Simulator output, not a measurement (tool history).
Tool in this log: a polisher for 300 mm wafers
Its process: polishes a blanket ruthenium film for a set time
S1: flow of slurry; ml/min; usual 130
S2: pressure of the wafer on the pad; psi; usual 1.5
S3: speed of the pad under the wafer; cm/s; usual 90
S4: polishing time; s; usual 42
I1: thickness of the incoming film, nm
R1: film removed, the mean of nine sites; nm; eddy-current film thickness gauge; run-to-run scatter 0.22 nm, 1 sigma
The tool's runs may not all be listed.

| run | day | S1 | S2 | S3 | S4 | I1 | R1 |
|---|---|---|---|---|---|---|---|
| 1 | 0 | 130 | 1.5 | 90 | 42 | 410.1 | 30.4 |
| 2 | 0.271 | 130 | 1.5 | 90 | 42 | 415.7 | 30.2 |
| 3 | 0.762 | 130 | 1.5 | 90 | 33 | 413.4 | 24 |
| 4 | 1.112 | 130 | 1.5 | 90 | 33 | 414.3 | 23.6 |
| 5 | 1.725 | 130 | 1.5 | 90 | 42 | 408.7 | 30 |
| 6 | 2.021 | 130 | 1.5 | 90 | 42 | 408.2 | 30.3 |
|  | 2.558 | worn pad replaced by a new one |
| 7 | 2.712 | 130 | 1.5 | 90 | 42 | 411 | 30.1 |
| 8 | 3.238 | 110 | 1.5 | 90 | 42 | 411.7 | 28.9 |
| 9 | 3.504 | 110 | 1.5 | 90 | 42 | 410.4 | 29.1 |
| 10 | 4.038 | 110 | 1.5 | 90 | 42 | 409.6 | 29.3 |
| 11 | 4.542 | 130 | 1.5 | 90 | 42 | 406.2 | 29.8 |
|  | 4.917 | slurry nozzle cleaned |
| 12 | 5.038 | 130 | 1.5 | 112 | 42 | 412.6 | 40.8 |
|  | 5.6 | worn pad replaced by a new one |
| 13 | 5.638 | 175 | 1.5 | 72 | 36 | 410.6 | 23.3 |
| 14 | 6.35 | 105 | 1.5 | 118 | 42 | 407.5 | 41.9 |
| 15 | 7.054 | 165 | 1.5 | 66 | 46 | 413.3 | 27.1 |
|  | 8.138 | head pressure recalibrated |
| 16 | 8.346 | 115 | 1 | 68 | 54 | 411.6 | 21.6 |
|  | 8.538 | worn pad replaced by a new one |
| 17 | 9 | 130 | 1.5 | 90 | 42 | 409.4 | 32.8 |
| 18 | 9.717 | 90 | 1.7 | 112 | 52 | 408.9 | 52.6 |
| 19 | 10.296 | 130 | 1.5 | 90 | 42 | 411 | 32.4 |
| 20 | 10.592 | 130 | 1.5 | 90 | 53 | 409.4 | 40.8 |
| 21 | 10.858 | 130 | 1.5 | 90 | 42 | 408.2 | 32.4 |

Hidden state or all else? Some run-to-run changes of R1, split into what the settings, what came in and random variation would give without the hidden state, and what is left for the hidden state (with any gauge scatter that isn't in both results):
Unlogged tool condition in this case: removal rate lost through wear of the pad, %; slurry flow missing at the pad, %; deviation of the head's pressure from its setpoint, %.
Run 4 -> 5: S4 33 -> 42. R1 +6.4 nm: hidden state -0.7, all else +7.1.
Run 11 -> 12: S3 90 -> 112, slurry nozzle cleaned. R1 +11 nm: hidden state +2.7, all else +8.3.
Run 17 -> 18: S1 130 -> 90, S2 1.5 -> 1.7, S3 90 -> 112, S4 42 -> 52. R1 +19.8 nm: hidden state -0.5, all else +20.3.
Run 18 -> 19: S1 90 -> 130, S2 1.7 -> 1.5, S3 112 -> 90, S4 52 -> 42. R1 -20.2 nm: hidden state +0.4, all else -20.6.

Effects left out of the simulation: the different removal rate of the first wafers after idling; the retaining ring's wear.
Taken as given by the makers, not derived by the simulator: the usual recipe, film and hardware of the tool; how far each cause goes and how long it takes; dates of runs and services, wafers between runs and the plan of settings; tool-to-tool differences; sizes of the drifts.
